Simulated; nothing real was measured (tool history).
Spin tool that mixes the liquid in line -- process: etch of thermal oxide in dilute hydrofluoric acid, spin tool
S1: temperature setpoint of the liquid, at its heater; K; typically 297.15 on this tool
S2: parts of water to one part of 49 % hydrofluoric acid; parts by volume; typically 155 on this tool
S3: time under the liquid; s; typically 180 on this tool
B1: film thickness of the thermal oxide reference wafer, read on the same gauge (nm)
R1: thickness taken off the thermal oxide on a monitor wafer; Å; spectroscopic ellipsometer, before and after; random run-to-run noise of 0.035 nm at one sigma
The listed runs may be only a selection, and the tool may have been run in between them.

Run 1, day 0: usual settings; B1 39.962. Result: R1 44.83 Å.
Run 2, day 0.888: usual settings; B1 39.996. Result: R1 45.37 Å.
Run 3, day 2.054: usual settings; B1 39.993. Result: R1 46.63 Å.
Run 4, day 2.571: usual settings; B1 39.977. Result: R1 46.67 Å.
Run 5, day 3.308: usual settings; B1 40.008. Result: R1 46.63 Å.
Run 6, day 4.575: usual settings; B1 39.979. Result: R1 46.75 Å.
Run 7, day 5.612: usual settings; B1 39.994. Result: R1 47.21 Å.
Run 8, day 6.538: usual settings but S2 210 parts by volume; B1 39.995. Result: R1 32.57 Å.
Run 9, day 7.521: usual settings but S1 294.15 K, S3 205 s; B1 40.003. Result: R1 47.87 Å.
Run 10, day 9.571: usual settings but S1 294.15 K, S3 205 s; B1 40.016. Result: R1 48.51 Å.
Run 11, day 10.092: usual settings but S1 294.15 K, S3 205 s; B1 39.99. Result: R1 47.92 Å.
At day 13.317: hydrofluoric acid flow meter replaced.
Run 12, day 13.483: usual settings but S3 140 s; B1 39.965. Result: R1 37.28 Å.
Run 13, day 14.688: usual settings but S3 140 s; B1 39.996. Result: R1 37.56 Å.
At day 15.171: thermometer replaced.
Run 14, day 15.246: usual settings; B1 39.983. Result: R1 44.77 Å.
Run 15, day 16.354: usual settings but S1 294.65 K, S2 205 parts by volume, S3 90 s; B1 39.976. Result: R1 14.31 Å.
Run 16, day 17.412: usual settings but S2 125 parts by volume, S3 270 s; B1 39.979. Result: R1 87.68 Å.
Run 17, day 18.858: usual settings but S1 298.65 K, S3 90 s; B1 39.97. Result: R1 24.17 Å.
At day 19.371: gauge calibrated.
Run 18, day 19.75: usual settings but S2 205 parts by volume; B1 39.978. Result: R1 32.67 Å.
Run 19, day 20.871: usual settings but S1 302.15 K, S3 85 s; B1 39.952. Result: R1 26.03 Å.
Run 20, day 22.254: usual settings but S1 295.15 K, S3 120 s; B1 40.025. Result: R1 28.41 Å.
Run 21, day 23.408: usual settings; B1 40.031. Result: R1 46.64 Å.
Run 22, day 24.792: usual settings but S1 301.15 K, S2 235 parts by volume, S3 290 s; B1 40.009. Result: R1 52.3 Å.
Run 23, day 25.767: usual settings but S1 294.65 K, S2 100 parts by volume, S3 270 s; B1 40.009. Result: R1 104.15 Å.
Run 24, day 26.958: usual settings but S3 225 s; B1 40.023. Result: R1 59.16 Å.
Run 25, day 27.708: usual settings but S1 302.15 K, S2 75 parts by volume, S3 275 s; B1 39.966. Result: R1 198.54 Å.
Run 26, day 28.225: usual settings but S2 125 parts by volume; B1 39.993. Result: R1 61.34 Å.
Run 27, day 29.629: usual settings but S1 299.15 K, S2 95 parts by volume; B1 39.994. Result: R1 89.05 Å.
Run 28, day 30.862: usual settings; B1 39.962. Result: R1 48.23 Å.

How would selected steps in R1 from run to run divide? Give the signed amount a tool lacking its hidden state would still show from settings, what came in and random variation, and the signed amount left for the hidden state, including any gauge scatter that is not in both of the compared results.
What the log doesn't record here: liquid hotter than its thermometer reads (K); hydrofluoric acid flow below the setpoint (%); gauge reads high (%).
Run 24 -> 25: S1 297.15 -> 302.15, S2 155 -> 75, S3 225 -> 275. R1 +139.38 Å: hidden state +8.65, all else +130.73.
Run 25 -> 26: S1 302.15 -> 297.15, S2 75 -> 125, S3 275 -> 180. R1 -137.2 Å: hidden state -8.12, all else -129.08.

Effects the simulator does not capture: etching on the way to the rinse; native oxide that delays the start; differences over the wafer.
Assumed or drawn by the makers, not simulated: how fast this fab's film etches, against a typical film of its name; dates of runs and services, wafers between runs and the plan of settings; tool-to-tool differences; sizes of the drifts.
